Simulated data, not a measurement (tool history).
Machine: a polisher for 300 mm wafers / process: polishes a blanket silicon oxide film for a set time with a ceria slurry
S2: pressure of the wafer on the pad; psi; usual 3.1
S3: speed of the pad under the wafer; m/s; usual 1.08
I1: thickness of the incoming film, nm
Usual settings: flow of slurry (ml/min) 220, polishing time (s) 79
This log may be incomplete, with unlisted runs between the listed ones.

run 1 hour=0 | flow_of_slurry_(ml/min)=220 S2=3.1 S3=1.08 polishing_time_(s)=79 | I1=1747.4 | film_removed_(Å)=3530
-- hour=0.7 worn pad replaced by a new one
run 2 hour=12.1 | flow_of_slurry_(ml/min)=220 S2=3.1 S3=1.08 polishing_time_(s)=79 | I1=1710.5 | film_removed_(Å)=3977
run 3 hour=22.5 | flow_of_slurry_(ml/min)=220 S2=3.1 S3=1.08 polishing_time_(s)=79 | I1=1719.4 | film_removed_(Å)=3877
run 4 hour=39.5 | flow_of_slurry_(ml/min)=220 S2=2.8 S3=1.08 polishing_time_(s)=79 | I1=1707.4 | film_removed_(Å)=3416
-- hour=58.5 worn pad replaced by a new one
run 5 hour=74.3 | flow_of_slurry_(ml/min)=220 S2=2.8 S3=1.08 polishing_time_(s)=79 | I1=1739.5 | film_removed_(Å)=3430
run 6 hour=81.6 | flow_of_slurry_(ml/min)=220 S2=3.1 S3=1.18 polishing_time_(s)=95 | I1=1729.9 | film_removed_(Å)=4898
run 7 hour=91.2 | flow_of_slurry_(ml/min)=220 S2=3.1 S3=1.08 polishing_time_(s)=79 | I1=1752.8 | film_removed_(Å)=3762
run 8 hour=98.3 | flow_of_slurry_(ml/min)=220 S2=3.6 S3=0.88 polishing_time_(s)=79 | I1=1723.7 | film_removed_(Å)=3472
run 9 hour=104.3 | flow_of_slurry_(ml/min)=220 S2=3.6 S3=0.88 polishing_time_(s)=79 | I1=1731.2 | film_removed_(Å)=3527
-- hour=122.2 slurry nozzle cleaned
-- hour=131 worn pad replaced by a new one
run 10 hour=146.6 | flow_of_slurry_(ml/min)=220 S2=3.4 S3=1.08 polishing_time_(s)=91 | I1=1731.7 | film_removed_(Å)=4806
-- hour=149.7 head pressure recalibrated
run 11 hour=155.2 | flow_of_slurry_(ml/min)=220 S2=4.2 S3=1.28 polishing_time_(s)=55 | I1=1709.1 | film_removed_(Å)=4322
run 12 hour=171.2 | flow_of_slurry_(ml/min)=195 S2=3.1 S3=1.08 polishing_time_(s)=68 | I1=1723.1 | film_removed_(Å)=3234
-- hour=190.5 worn pad replaced by a new one
run 13 hour=191 | flow_of_slurry_(ml/min)=280 S2=3.5 S3=1.46 polishing_time_(s)=91 | I1=1730.3 | film_removed_(Å)=6925
run 14 hour=201.6 | flow_of_slurry_(ml/min)=195 S2=3.1 S3=1.08 polishing_time_(s)=102 | I1=1702.2 | film_removed_(Å)=5015
run 15 hour=218.8 | flow_of_slurry_(ml/min)=220 S2=3.1 S3=1.08 polishing_time_(s)=95 | I1=1748.3 | film_removed_(Å)=4634
run 16 hour=232.9 | flow_of_slurry_(ml/min)=220 S2=3.1 S3=0.92 polishing_time_(s)=79 | I1=1732.8 | film_removed_(Å)=3220
run 17 hour=242 | flow_of_slurry_(ml/min)=170 S2=3.5 S3=1.46 polishing_time_(s)=96 | I1=1722.3 | film_removed_(Å)=6606
run 18 hour=255.7 | flow_of_slurry_(ml/min)=220 S2=3.1 S3=1.08 polishing_time_(s)=79 | I1=1708.3 | film_removed_(Å)=3494
-- hour=259.9 worn pad replaced by a new one
run 19 hour=273.7 | flow_of_slurry_(ml/min)=220 S2=3.1 S3=1.08 polishing_time_(s)=79 | I1=1705.1 | film_removed_(Å)=3923

Hidden state or all else? Some run-to-run changes of film removed (Å), split into what the settings, what came in and random variation would give without the hidden state, and what is left for the hidden state (with any gauge scatter that isn't in both results):
Hidden conditions of the tool in this case: removal rate lost through wear of the pad, %; slurry flow missing at the pad, %; deviation of the head's pressure from its setpoint, %.
Run 12 -> 13: flow of slurry (ml/min) 195 -> 280, S2 3.1 -> 3.5, S3 1.08 -> 1.46, polishing time (s) 68 -> 91, worn pad replaced by a new one. film removed (Å) +3691: hidden state +72, all else +3619.
Run 18 -> 19: worn pad replaced by a new one. film removed (Å) +429: hidden state +366, all else +63.
